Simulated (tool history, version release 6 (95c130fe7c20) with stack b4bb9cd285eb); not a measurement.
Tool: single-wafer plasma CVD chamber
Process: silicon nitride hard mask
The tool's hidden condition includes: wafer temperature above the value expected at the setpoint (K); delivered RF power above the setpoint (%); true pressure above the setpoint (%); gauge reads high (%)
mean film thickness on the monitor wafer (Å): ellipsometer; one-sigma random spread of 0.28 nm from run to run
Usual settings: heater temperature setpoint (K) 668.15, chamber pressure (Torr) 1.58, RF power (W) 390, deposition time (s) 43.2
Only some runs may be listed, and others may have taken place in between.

run,hour,heater temperature setpoint (K),chamber pressure (Torr),RF power (W),deposition time (s),wafers since the last listed run,hours since the last thermocouple change,hours since the last RF generator calibration,hours since the last manometer calibration,hours since the showerhead was replaced,hours since the gauge calibration,"read-back reference wafer on the same gauge, thickness_nm",mean film thickness on the monitor wafer (Å)
1,0,678.15,1.58,390,43.2,0,1160.9,1213.4,1527.8,4301.8,1167.1,49.853,574.48
2,46.2,678.15,1.58,390,43.2,968,1207.1,1259.6,1574,4348,1213.3,49.86,568.32
3,101.3,678.15,1.58,390,43.2,1155,1262.2,1314.7,1629.1,4403.1,1268.4,49.899,569.84
4,159.1,668.15,1.58,390,43.2,1211,1320,1372.5,1686.9,4460.9,1326.2,49.935,575.58
5,219.4,668.15,1.58,390,43.2,1264,1380.3,1432.8,1747.2,4521.2,1386.5,49.845,570.43
6,275.2,668.15,1.58,390,43.2,1169,1436.1,1488.6,1803,4577,1442.3,49.851,566.76
# hour 435.1: gauge calibrated
# hour 456.4: showerhead replaced
7,462.8,668.15,1.58,390,43.2,3765,1623.7,1676.2,1990.6,6.4,27.7,49.836,569.91
8,613.5,668.15,1.58,390,45.9,3159,1774.4,1826.9,2141.3,157.1,178.4,49.917,603.89
9,669.7,668.15,1.58,390,45.9,1178,1830.6,1883.1,2197.5,213.3,234.6,49.856,601.73
# hour 766.2: capacitance manometer re-zeroed and calibrated
10,818.8,668.15,1.58,390,45.9,2958,1979.7,2032.2,52.6,362.4,383.7,49.908,601.73
11,854.1,668.15,1.58,365,43.2,740,2015,2067.5,87.9,397.7,419,49.906,534.16
12,884.1,653.15,1.58,390,36,628,2045,2097.5,117.9,427.7,449,49.856,473.31
13,913.5,668.15,1.58,465,43.2,616,2074.4,2126.9,147.3,457.1,478.4,49.923,639.86
14,950.3,668.15,1.58,330,43.2,771,2111.2,2163.7,184.1,493.9,515.2,49.888,496.82
# hour 966.1: RF generator calibrated
15,1009.4,676.15,1.78,390,49.2,1071,2170.3,43.3,243.2,553,574.3,49.915,687.34
16,1036.3,668.15,1.58,440,43.2,563,2197.2,70.2,270.1,579.9,601.2,49.913,633.4
# hour 1055.6: thermocouple changed; heater temperature recalibrated
17,1067.1,656.15,1.58,370,39.5,478,11.5,101,300.9,610.7,632,49.879,516.8
18,1118.8,657.15,1.74,350,51.8,1083,63.2,152.7,352.6,662.4,683.7,49.933,668.94
19,1165.3,655.15,1.4,390,48.3,974,109.7,199.2,399.1,708.9,730.2,49.855,628.35
20,1225.4,668.15,1.46,415,51.8,1260,169.8,259.3,459.2,769,790.3,49.906,702.93
21,1296.9,668.15,1.58,390,43.2,1499,241.3,330.8,530.7,840.5,861.8,49.871,581.28
22,1355.4,654.15,1.58,390,40.3,1226,299.8,389.3,589.2,899,920.3,49.878,545.24
23,1392.9,668.15,1.58,390,43.2,786,337.3,426.8,626.7,936.5,957.8,49.931,582.91
24,1449.6,668.15,1.58,390,43.2,1188,394,483.5,683.4,993.2,1014.5,49.911,578.81
25,1601.9,668.15,1.58,390,39.1,3193,546.3,635.8,835.7,1145.5,1166.8,49.852,522.61
26,1634.1,668.15,1.58,390,43.2,675,578.5,668,867.9,1177.7,1199,49.917,581.86
27,1664.1,668.15,1.58,390,38.7,628,608.5,698,897.9,1207.7,1229,49.902,515.5
28,1697.4,678.15,1.58,340,43.2,698,641.8,731.3,931.2,1241,1262.3,49.904,513.38
29,1741.9,681.15,1.39,445,43.2,932,686.3,775.8,975.7,1285.5,1306.8,49.917,600.13

Alternative continuations, all from the tool just after run 29; predict every row:
A,1742.3,668.15,1.58,390,43.2,8,686.7,776.2,976.1,1285.9,1307.2,?,?
B,1742.3,679.15,1.71,390,50.2,8,686.7,776.2,976.1,1285.9,1307.2,?,?
C,1742.3,668.15,1.8,390,43.2,8,686.7,776.2,976.1,1285.9,1307.2,?,?

run,"read-back reference wafer on the same gauge, thickness_nm",mean film thickness on the monitor wafer (Å)
A,49.912,579.05
B,49.912,687.83
C,49.912,604.52
Without the tool's unlogged condition, the same runs would have read:
run,mean film thickness on the monitor wafer (Å)
A,588.58
B,699.15
C,614.47
